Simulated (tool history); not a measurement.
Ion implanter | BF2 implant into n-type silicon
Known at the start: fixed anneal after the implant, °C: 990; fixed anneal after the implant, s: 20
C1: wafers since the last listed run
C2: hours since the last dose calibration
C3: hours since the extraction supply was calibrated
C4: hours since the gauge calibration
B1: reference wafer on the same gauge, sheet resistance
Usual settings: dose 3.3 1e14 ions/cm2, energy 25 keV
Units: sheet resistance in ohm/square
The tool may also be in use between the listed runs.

run 1 hour=0 | dose=2.84 energy=25 | C1=0 C2=443.1 C3=4411.8 C4=229.8 | B1=291.14 | sheet_resistance=406.24
-- hour=26.3 gauge calibrated
run 2 hour=30.9 | dose=2.84 energy=25 | C1=443 C2=474 C3=4442.7 C4=4.6 | B1=288.83 | sheet_resistance=406.56
run 3 hour=50.7 | dose=2.84 energy=25 | C1=284 C2=493.8 C3=4462.5 C4=24.4 | B1=289.39 | sheet_resistance=405.07
run 4 hour=69.1 | dose=3.3 energy=25 | C1=263 C2=512.2 C3=4480.9 C4=42.8 | B1=289.86 | sheet_resistance=356.98
run 5 hour=155.1 | dose=3.3 energy=25 | C1=1233 C2=598.2 C3=4566.9 C4=128.8 | B1=291.14 | sheet_resistance=360.04
run 6 hour=184.5 | dose=3.3 energy=25 | C1=421 C2=627.6 C3=4596.3 C4=158.2 | B1=291.29 | sheet_resistance=360.73
run 7 hour=205.2 | dose=3.3 energy=25 | C1=296 C2=648.3 C3=4617 C4=178.9 | B1=291.39 | sheet_resistance=360.73
-- hour=236 extraction supply calibrated
run 8 hour=236.5 | dose=3.3 energy=25 | C1=334 C2=679.6 C3=0.5 C4=210.2 | B1=291.59 | sheet_resistance=361.96
run 9 hour=247.4 | dose=2.43 energy=27.5 | C1=156 C2=690.5 C3=11.4 C4=221.1 | B1=291.54 | sheet_resistance=462.84
-- hour=260.2 gauge calibrated
run 10 hour=275.1 | dose=2.35 energy=32.5 | C1=397 C2=718.2 C3=39.1 C4=14.9 | B1=288.32 | sheet_resistance=465.4
-- hour=295 Faraday cup replaced and dose calibrated
run 11 hour=295.4 | dose=3.3 energy=25 | C1=176 C2=0.4 C3=59.4 C4=35.2 | B1=288.96 | sheet_resistance=359.76
run 12 hour=307.4 | dose=3.81 energy=25 | C1=172 C2=12.4 C3=71.4 C4=47.2 | B1=289.28 | sheet_resistance=318.15
run 13 hour=319.7 | dose=2.64 energy=16.5 | C1=176 C2=24.7 C3=83.7 C4=59.5 | B1=289.17 | sheet_resistance=450.11
run 14 hour=349.8 | dose=2.66 energy=33.5 | C1=431 C2=54.8 C3=113.8 C4=89.6 | B1=289.94 | sheet_resistance=421.85
run 15 hour=364.6 | dose=3.3 energy=18 | C1=212 C2=69.6 C3=128.6 C4=104.4 | B1=290 | sheet_resistance=373.79
run 16 hour=399 | dose=4.24 energy=21.5 | C1=493 C2=104 C3=163 C4=138.8 | B1=290.54 | sheet_resistance=302.86

4 ways to go on from here, each from the tool as it stands after run 16. What would each give?
run A hour=399.4 | dose=3.3 energy=30 | C1=5 C2=104.4 C3=163.4 C4=139.2 | B1=? | sheet_resistance=?
run B hour=399.4 | dose=3.3 energy=31.5 | C1=5 C2=104.4 C3=163.4 C4=139.2 | B1=? | sheet_resistance=?
run C hour=399.4 | dose=3.3 energy=29 | C1=5 C2=104.4 C3=163.4 C4=139.2 | B1=? | sheet_resistance=?
run D hour=399.4 | dose=2.66 energy=20 | C1=5 C2=104.4 C3=163.4 C4=139.2 | B1=? | sheet_resistance=?

run=A B1=290.17 sheet_resistance=354.38
run=B B1=290.17 sheet_resistance=353.1
run=C B1=290.17 sheet_resistance=355.29
run=D B1=290.17 sheet_resistance=437.68
Without the tool's hidden state the same runs would have given:
run=A sheet_resistance=351.52
run=B sheet_resistance=350.26
run=C sheet_resistance=352.43
run=D sheet_resistance=434.15
